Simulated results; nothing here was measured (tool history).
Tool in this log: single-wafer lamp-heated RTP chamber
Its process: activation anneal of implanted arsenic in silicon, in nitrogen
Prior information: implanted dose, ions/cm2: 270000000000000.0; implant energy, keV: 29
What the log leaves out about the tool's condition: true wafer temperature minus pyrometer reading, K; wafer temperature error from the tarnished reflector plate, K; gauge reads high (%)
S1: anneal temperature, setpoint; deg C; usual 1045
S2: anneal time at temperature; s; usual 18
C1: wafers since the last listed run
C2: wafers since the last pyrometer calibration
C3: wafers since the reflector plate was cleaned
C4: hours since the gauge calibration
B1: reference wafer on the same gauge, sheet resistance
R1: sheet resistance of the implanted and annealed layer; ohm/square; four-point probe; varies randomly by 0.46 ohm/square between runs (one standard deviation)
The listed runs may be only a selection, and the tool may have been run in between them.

run	hour	S1	S2	C1	C2	C3	C4	B1	R1
1	0.0	1045	18	0	2356	7652	92.7	293.95	308.42
2	100.6	1045	18	1447	3803	9099	193.3	293.83	306.91
3	141.1	1062	18	582	4386	9682	233.8	294.05	304.99
4	234.4	1045	13	1342	5728	11024	327.1	294.04	309.46
5	294.0	1045	13	857	6585	11882	386.7	293.91	308.33
# hour 387.8: pyrometer window cleaned and pyrometer calibrated
6	398.2	1045	13	1383	149	13265	490.9	294.10	308.49
7	478.9	1045	18	1160	1310	14426	571.6	293.97	307.43
# hour 499.0: reflector plate cleaned
8	707.8	1045	18	3177	4488	3004	800.5	293.97	307.12
9	793.6	1024	11	1234	5723	4238	886.3	293.86	311.16
10	877.7	1024	11	1209	6932	5448	970.4	293.99	311.48
# hour 914.7: pyrometer window cleaned and pyrometer calibrated
11	984.6	1024	11	1422	1006	6870	1077.3	294.01	311.25
12	1084.4	1045	18	1435	2441	8306	1177.1	294.02	307.10
13	1139.5	1045	18	792	3234	9099	1232.2	293.89	307.45
14	1183.0	1045	14	625	3860	9725	1275.7	294.05	308.73
15	1254.8	1045	14	1032	4893	10758	1347.5	294.01	307.80
16	1345.6	1027	29	1306	6199	12064	1438.3	293.89	306.88
# hour 1419.5: pyrometer window cleaned and pyrometer calibrated
17	1420.0	1017	15	955	7	13019	1512.7	293.93	310.97
# hour 1454.6: gauge calibrated
18	1520.1	1071	7	1440	1447	14459	65.5	293.98	309.47
# hour 1545.4: reflector plate cleaned
19	1615.4	1031	23	1255	2703	1006	160.8	294.02	307.67
20	1709.4	1045	18	1352	4055	2358	254.8	293.93	307.60
21	1783.2	1045	14	1061	5117	3420	328.6	294.07	309.35
# hour 1869.0: pyrometer window cleaned and pyrometer calibrated
22	1869.5	1064	27	1126	7	4546	414.9	293.96	303.42
23	1937.0	1016	12	971	978	5517	482.4	294.18	311.32
24	1988.6	1057	25	742	1720	6260	534.0	293.90	304.34
25	2027.5	1018	26	559	2280	6819	572.9	293.90	308.68
26	2259.7	1069	18	3340	5620	10160	805.1	294.16	304.03
27	2301.0	1045	18	594	6214	10754	846.4	294.03	307.90
# hour 2319.0: pyrometer window cleaned and pyrometer calibrated
28	2352.0	1045	18	618	475	11372	897.4	294.07	306.18
# hour 2412.2: reflector plate cleaned
29	2444.8	1063	23	1219	1695	468	990.2	293.93	304.78
30	2505.6	1045	18	874	2569	1343	1051.0	294.15	307.58

Below are 3 alternative next runs, each starting from the tool's condition after run 30. Predict each:
A	2506.0	1045	18	5	2575	1349	1051.4	?	?
B	2506.0	1072	24	5	2575	1349	1051.4	?	?
C	2506.0	1021	29	5	2575	1349	1051.4	?	?

run	B1	R1
A	294.09	307.29
B	294.09	302.41
C	294.09	307.54
Without the tool's hidden state the same runs would have given:
run	R1
A	307.29
B	302.41
C	307.54

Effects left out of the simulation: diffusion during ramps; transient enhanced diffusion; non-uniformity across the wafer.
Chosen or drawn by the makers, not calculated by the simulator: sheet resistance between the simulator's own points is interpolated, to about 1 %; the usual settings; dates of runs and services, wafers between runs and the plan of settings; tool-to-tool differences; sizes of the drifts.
